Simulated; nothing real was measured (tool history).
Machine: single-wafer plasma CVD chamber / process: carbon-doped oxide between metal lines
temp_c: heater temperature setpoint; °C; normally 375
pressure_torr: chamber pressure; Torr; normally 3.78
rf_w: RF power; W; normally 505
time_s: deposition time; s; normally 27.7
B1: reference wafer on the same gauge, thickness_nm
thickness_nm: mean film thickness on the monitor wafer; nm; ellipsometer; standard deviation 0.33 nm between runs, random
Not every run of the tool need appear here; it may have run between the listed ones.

{"run": 1, "hour": 0.0, "temp_c": 375, "pressure_torr": 3.78, "rf_w": 505, "time_s": 30.8, "B1": 153.121, "thickness_nm": 149.323}
{"run": 2, "hour": 19.1, "temp_c": 369, "pressure_torr": 3.78, "rf_w": 505, "time_s": 27.7, "B1": 153.012, "thickness_nm": 136.038}
{"run": 3, "hour": 31.2, "temp_c": 369, "pressure_torr": 3.78, "rf_w": 505, "time_s": 27.7, "B1": 152.989, "thickness_nm": 135.884}
{"run": 4, "hour": 62.9, "temp_c": 369, "pressure_torr": 3.78, "rf_w": 505, "time_s": 27.7, "B1": 153.029, "thickness_nm": 135.475}
{"run": 5, "hour": 77.1, "temp_c": 375, "pressure_torr": 3.78, "rf_w": 505, "time_s": 27.7, "B1": 153.01, "thickness_nm": 134.582}
{"run": 6, "hour": 111.1, "temp_c": 387, "pressure_torr": 3.78, "rf_w": 505, "time_s": 27.7, "B1": 153.076, "thickness_nm": 131.424}
{"run": 7, "hour": 132.3, "temp_c": 375, "pressure_torr": 3.78, "rf_w": 505, "time_s": 27.7, "B1": 153.071, "thickness_nm": 134.875}
{"run": 8, "hour": 145.1, "temp_c": 375, "pressure_torr": 3.78, "rf_w": 505, "time_s": 27.7, "B1": 153.036, "thickness_nm": 133.686}
{"run": 9, "hour": 171.9, "temp_c": 375, "pressure_torr": 3.78, "rf_w": 505, "time_s": 27.7, "B1": 153.006, "thickness_nm": 133.675}
{"run": 10, "hour": 191.3, "temp_c": 375, "pressure_torr": 3.78, "rf_w": 505, "time_s": 27.7, "B1": 152.971, "thickness_nm": 133.907}
{"run": 11, "hour": 206.8, "temp_c": 375, "pressure_torr": 3.78, "rf_w": 505, "time_s": 27.7, "B1": 153.105, "thickness_nm": 134.986}
{"run": 12, "hour": 221.9, "temp_c": 375, "pressure_torr": 3.78, "rf_w": 505, "time_s": 27.7, "B1": 152.926, "thickness_nm": 134.126}
{"run": 13, "hour": 234.6, "temp_c": 375, "pressure_torr": 3.78, "rf_w": 505, "time_s": 27.7, "B1": 153.052, "thickness_nm": 134.526}
{"hour": 259.5, "done": "gauge calibrated"}
{"hour": 262.7, "done": "capacitance manometer re-zeroed and calibrated"}
{"run": 14, "hour": 295.0, "temp_c": 366, "pressure_torr": 3.78, "rf_w": 440, "time_s": 22.5, "B1": 153.037, "thickness_nm": 100.618}
{"hour": 324.3, "done": "thermocouple changed; heater temperature recalibrated"}
{"run": 15, "hour": 324.8, "temp_c": 381, "pressure_torr": 4.1, "rf_w": 505, "time_s": 27.7, "B1": 153.088, "thickness_nm": 133.807}
{"run": 16, "hour": 342.3, "temp_c": 375, "pressure_torr": 3.78, "rf_w": 505, "time_s": 27.7, "B1": 152.976, "thickness_nm": 134.836}
{"run": 17, "hour": 359.4, "temp_c": 375, "pressure_torr": 3.44, "rf_w": 505, "time_s": 27.7, "B1": 153.125, "thickness_nm": 132.595}
{"run": 18, "hour": 372.8, "temp_c": 366, "pressure_torr": 4.43, "rf_w": 605, "time_s": 31.8, "B1": 153.133, "thickness_nm": 180.455}
{"hour": 395.2, "done": "RF generator calibrated"}
{"run": 19, "hour": 403.0, "temp_c": 375, "pressure_torr": 3.78, "rf_w": 505, "time_s": 27.7, "B1": 152.993, "thickness_nm": 134.374}
{"run": 20, "hour": 419.4, "temp_c": 383, "pressure_torr": 4.37, "rf_w": 505, "time_s": 25.7, "B1": 153.018, "thickness_nm": 125.205}
{"run": 21, "hour": 439.3, "temp_c": 375, "pressure_torr": 3.78, "rf_w": 505, "time_s": 27.7, "B1": 152.992, "thickness_nm": 134.531}
{"run": 22, "hour": 461.2, "temp_c": 384, "pressure_torr": 2.84, "rf_w": 440, "time_s": 24.9, "B1": 153.046, "thickness_nm": 104.729}
{"run": 23, "hour": 477.3, "temp_c": 375, "pressure_torr": 3.78, "rf_w": 505, "time_s": 27.7, "B1": 152.986, "thickness_nm": 133.434}
{"hour": 490.3, "done": "showerhead replaced"}
{"run": 24, "hour": 505.4, "temp_c": 363, "pressure_torr": 4.45, "rf_w": 505, "time_s": 32.2, "B1": 153.032, "thickness_nm": 163.763}
{"run": 25, "hour": 525.3, "temp_c": 375, "pressure_torr": 3.78, "rf_w": 505, "time_s": 27.7, "B1": 153.035, "thickness_nm": 134.089}
{"run": 26, "hour": 555.1, "temp_c": 375, "pressure_torr": 3.78, "rf_w": 505, "time_s": 27.7, "B1": 152.964, "thickness_nm": 134.731}
{"run": 27, "hour": 586.2, "temp_c": 369, "pressure_torr": 4.4, "rf_w": 505, "time_s": 27.7, "B1": 152.982, "thickness_nm": 138.597}
{"run": 28, "hour": 613.7, "temp_c": 375, "pressure_torr": 4.22, "rf_w": 505, "time_s": 27.7, "B1": 152.963, "thickness_nm": 135.943}
{"run": 29, "hour": 638.0, "temp_c": 361, "pressure_torr": 3.78, "rf_w": 540, "time_s": 27.7, "B1": 152.986, "thickness_nm": 144.653}

Forecast each of these 4 alternatives for the next run:
{"run": "A", "hour": 638.4, "temp_c": 375, "pressure_torr": 3.78, "rf_w": 505, "time_s": 27.7, "B1": "?", "thickness_nm": "?"}
{"run": "B", "hour": 638.4, "temp_c": 367, "pressure_torr": 3.78, "rf_w": 430, "time_s": 23.6, "B1": "?", "thickness_nm": "?"}
{"run": "C", "hour": 638.4, "temp_c": 375, "pressure_torr": 3.78, "rf_w": 505, "time_s": 23.4, "B1": "?", "thickness_nm": "?"}
{"run": "D", "hour": 638.4, "temp_c": 383, "pressure_torr": 3.42, "rf_w": 505, "time_s": 24.1, "B1": "?", "thickness_nm": "?"}

run=A B1=153.018 thickness_nm=134.033
run=B B1=153.018 thickness_nm=103.012
run=C B1=153.018 thickness_nm=113.53
run=D B1=153.018 thickness_nm=113.906
With the hidden condition removed and each run's random variation left untouched, the same runs would have given:
run=A thickness_nm=134.033
run=B thickness_nm=103.012
run=C thickness_nm=113.53
run=D thickness_nm=113.906

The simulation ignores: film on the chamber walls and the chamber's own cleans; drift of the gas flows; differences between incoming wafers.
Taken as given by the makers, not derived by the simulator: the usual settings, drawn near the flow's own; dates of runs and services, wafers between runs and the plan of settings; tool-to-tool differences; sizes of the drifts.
